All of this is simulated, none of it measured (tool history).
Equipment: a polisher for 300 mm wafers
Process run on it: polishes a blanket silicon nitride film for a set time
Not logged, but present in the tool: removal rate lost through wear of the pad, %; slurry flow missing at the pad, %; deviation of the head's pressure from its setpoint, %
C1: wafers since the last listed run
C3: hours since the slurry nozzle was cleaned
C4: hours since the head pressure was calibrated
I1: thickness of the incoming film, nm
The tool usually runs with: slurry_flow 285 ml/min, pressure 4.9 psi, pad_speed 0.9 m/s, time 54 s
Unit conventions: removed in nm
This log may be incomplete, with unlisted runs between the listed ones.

Run 1, hour 0: usual settings; C1 0; wafers polished on this pad 4921; C3 130.7; C4 350.2; I1 731.2. Result: removed 113.4 nm.
At hour 64.8: worn pad replaced by a new one.
Run 2, hour 86.6: usual settings; C1 938; wafers polished on this pad 247; C3 217.3; C4 436.8; I1 743.6. Result: removed 118.9 nm.
Run 3, hour 128.3: usual settings; C1 473; wafers polished on this pad 721; C3 259; C4 478.5; I1 745.8. Result: removed 115 nm.
Run 4, hour 183.2: usual settings but slurry_flow 255 ml/min; C1 623; wafers polished on this pad 1345; C3 313.9; C4 533.4; I1 735.1. Result: removed 113.4 nm.
Run 5, hour 286.4: usual settings but slurry_flow 325 ml/min, time 64 s; C1 1172; wafers polished on this pad 2518; C3 417.1; C4 636.6; I1 741.6. Result: removed 139.4 nm.
Run 6, hour 327.7: usual settings but slurry_flow 325 ml/min, time 64 s; C1 469; wafers polished on this pad 2988; C3 458.4; C4 677.9; I1 748.7. Result: removed 143.7 nm.
Run 7, hour 397.6: usual settings; C1 794; wafers polished on this pad 3782; C3 528.3; C4 747.8; I1 739. Result: removed 116.2 nm.
Run 8, hour 454.3: usual settings; C1 644; wafers polished on this pad 4426; C3 585; C4 804.5; I1 746.1. Result: removed 117.4 nm.
At hour 519.6: slurry nozzle cleaned.
Run 9, hour 552.3: usual settings; C1 1102; wafers polished on this pad 5529; C3 32.7; C4 902.5; I1 738.8. Result: removed 126.7 nm.
At hour 634.2: worn pad replaced by a new one.
Run 10, hour 655.9: usual settings; C1 1132; wafers polished on this pad 246; C3 136.3; C4 1006.1; I1 751.1. Result: removed 128.9 nm.
Run 11, hour 755.8: usual settings; C1 1135; wafers polished on this pad 1381; C3 236.2; C4 1106; I1 743. Result: removed 130 nm.
At hour 785.2: head pressure recalibrated.
Run 12, hour 815: usual settings; C1 650; wafers polished on this pad 2032; C3 295.4; C4 29.8; I1 749.2. Result: removed 110.1 nm.
Run 13, hour 918.8: usual settings but pressure 3.8 psi, pad_speed 1.1 m/s; C1 1179; wafers polished on this pad 3211; C3 399.2; C4 133.6; I1 730.9. Result: removed 106 nm.
Run 14, hour 1025.6: usual settings but pressure 5.6 psi; C1 1213; wafers polished on this pad 4425; C3 506; C4 240.4; I1 723. Result: removed 123.1 nm.
At hour 1048.8: slurry nozzle cleaned.
Run 15, hour 1102: usual settings but pressure 5.6 psi; C1 856; wafers polished on this pad 5282; C3 53.2; C4 316.8; I1 737.8. Result: removed 134.3 nm.
At hour 1203.7: worn pad replaced by a new one.
Run 16, hour 1204.3: usual settings but slurry_flow 375 ml/min, pressure 3.5 psi, pad_speed 1.04 m/s, time 63 s; C1 1117; wafers polished on this pad 6; C3 155.5; C4 419.1; I1 738.2. Result: removed 116.7 nm.
Run 17, hour 1279.2: usual settings but slurry_flow 245 ml/min, time 71 s; C1 851; wafers polished on this pad 858; C3 230.4; C4 494; I1 738.9. Result: removed 148.9 nm.
Run 18, hour 1547.4: usual settings; C1 3048; wafers polished on this pad 3906; C3 498.6; C4 762.2; I1 745.7. Result: removed 117 nm.
Run 19, hour 1593.8: usual settings but slurry_flow 365 ml/min, pad_speed 1.06 m/s; C1 527; wafers polished on this pad 4433; C3 545; C4 808.6; I1 741.5. Result: removed 133.5 nm.
At hour 1624.3: slurry nozzle cleaned.
Run 20, hour 1666: usual settings; C1 809; wafers polished on this pad 5243; C3 41.7; C4 880.8; I1 737.6. Result: removed 123.9 nm.
At hour 1728.3: worn pad replaced by a new one.
Run 21, hour 1781.2: usual settings but pressure 6.5 psi, pad_speed 1.02 m/s, time 72 s; C1 1263; wafers polished on this pad 601; C3 156.9; C4 996; I1 743.1. Result: removed 236.6 nm.
Run 22, hour 1831.8: usual settings but slurry_flow 375 ml/min, time 38 s; C1 575; wafers polished on this pad 1176; C3 207.5; C4 1046.6; I1 748.8. Result: removed 91.5 nm.
At hour 1889.4: head pressure recalibrated.
Run 23, hour 1935: usual settings but slurry_flow 260 ml/min, pressure 5.6 psi; C1 1150; wafers polished on this pad 2326; C3 310.7; C4 45.6; I1 744.9. Result: removed 127.2 nm.
At hour 2200: slurry nozzle cleaned.
Run 24, hour 2203.4: usual settings; C1 3039; wafers polished on this pad 5365; C3 3.4; C4 314; I1 736.9. Result: removed 118.1 nm.
At hour 2221.8: worn pad replaced by a new one.
Run 25, hour 2277.9: usual settings but slurry_flow 380 ml/min, pad_speed 0.62 m/s, time 43 s; C1 801; wafers polished on this pad 637; C3 77.9; C4 388.5; I1 732.2. Result: removed 71.6 nm.
Run 26, hour 2365: usual settings but slurry_flow 260 ml/min, pressure 5.6 psi; C1 989; wafers polished on this pad 1627; C3 165; C4 475.6; I1 725.1. Result: removed 134.5 nm.
Run 27, hour 2411.3: usual settings but time 36 s; C1 526; wafers polished on this pad 2154; C3 211.3; C4 521.9; I1 725.4. Result: removed 77.7 nm.
Run 28, hour 2507.7: usual settings; C1 1095; wafers polished on this pad 3249; C3 307.7; C4 618.3; I1 733. Result: removed 116 nm.
Run 29, hour 2609: usual settings but slurry_flow 355 ml/min, pressure 3.7 psi, pad_speed 1.12 m/s, time 36 s; C1 1151; wafers polished on this pad 4401; C3 409; C4 719.6; I1 743.5. Result: removed 74.7 nm.
Run 30, hour 2684.8: usual settings but slurry_flow 215 ml/min, pressure 3.4 psi, pad_speed 0.82 m/s, time 39 s; C1 861; wafers polished on this pad 5262; C3 484.8; C4 795.4; I1 744.3. Result: removed 55.4 nm.
At hour 2704.9: worn pad replaced by a new one.
Run 31, hour 2754.4: usual settings but pad_speed 0.76 m/s, time 70 s; C1 745; wafers polished on this pad 562; C3 554.4; C4 865; I1 728.7. Result: removed 131.8 nm.

Hidden state at the last listed run before each entry between runs and at the first one after, where it differs:
Logged between run 1 and run 2: worn pad replaced by a new one (hour 64.8)
  slurry flow missing at the pad, %: 14.1 -> 20.1; deviation of the head's pressure from its setpoint, %: 0.565 -> 1.36
  what was measured, less what the result would be without the hidden state, removed: -1.2 -> -1.3 nm
Logged between run 8 and run 9: slurry nozzle cleaned (hour 519.6)
  slurry flow missing at the pad, %: 45.5 -> 5.65; deviation of the head's pressure from its setpoint, %: 6.66 -> 8.6
  what was measured, less what the result would be without the hidden state, removed: -2.1 -> +8.3 nm
Logged between run 9 and run 10: worn pad replaced by a new one (hour 634.2)
  slurry flow missing at the pad, %: 5.65 -> 12.8; deviation of the head's pressure from its setpoint, %: 8.6 -> 10.9
  what was measured, less what the result would be without the hidden state, removed: +8.3 -> +9.8 nm
Logged between run 11 and run 12: head pressure recalibrated (hour 785.2)
  slurry flow missing at the pad, %: 19.7 -> 23.8; deviation of the head's pressure from its setpoint, %: 13.4 -> -1.46
  what was measured, less what the result would be without the hidden state, removed: +11.1 -> -4.7 nm
Logged between run 14 and run 15: slurry nozzle cleaned (hour 1048.8)
  slurry flow missing at the pad, %: 38.4 -> 3.72; deviation of the head's pressure from its setpoint, %: -0.798 -> -0.304
  what was measured, less what the result would be without the hidden state, removed: -8 -> -0.9 nm
Logged between run 15 and run 16: worn pad replaced by a new one (hour 1203.7)
  slurry flow missing at the pad, %: 3.72 -> 10.8; deviation of the head's pressure from its setpoint, %: -0.304 -> 0.571
  what was measured, less what the result would be without the hidden state, removed: -0.9 -> -0.4 nm
Logged between run 19 and run 20: slurry nozzle cleaned (hour 1624.3)
  slurry flow missing at the pad, %: 37.7 -> 9.38; deviation of the head's pressure from its setpoint, %: 6.13 -> 7.54
  what was measured, less what the result would be without the hidden state, removed: +1.3 -> +6.6 nm
Logged between run 20 and run 21: worn pad replaced by a new one (hour 1728.3)
  slurry flow missing at the pad, %: 9.38 -> 17.3; deviation of the head's pressure from its setpoint, %: 7.54 -> 10.1
  what was measured, less what the result would be without the hidden state, removed: +6.6 -> +15.1 nm
Logged between run 22 and run 23: head pressure recalibrated (hour 1889.4)
  slurry flow missing at the pad, %: 20.8 -> 28; deviation of the head's pressure from its setpoint, %: 11.3 -> -1.25
  what was measured, less what the result would be without the hidden state, removed: +6.8 -> -6.5 nm
Logged between run 23 and run 24: slurry nozzle cleaned (hour 2200)
  slurry flow missing at the pad, %: 28 -> 2.21; deviation of the head's pressure from its setpoint, %: -1.25 -> -0.128
  what was measured, less what the result would be without the hidden state, removed: -6.5 -> -0.4 nm
Logged between run 24 and run 25: worn pad replaced by a new one (hour 2221.8)
  slurry flow missing at the pad, %: 2.21 -> 7.37; deviation of the head's pressure from its setpoint, %: -0.128 -> 0.48
  what was measured, less what the result would be without the hidden state, removed: -0.4 -> -0.1 nm
Logged between run 30 and run 31: worn pad replaced by a new one (hour 2704.9)
  slurry flow missing at the pad, %: 35.5 -> 40.3; deviation of the head's pressure from its setpoint, %: 6.08 -> 7.42
  what was measured, less what the result would be without the hidden state, removed: -0.6 -> +0.3 nm
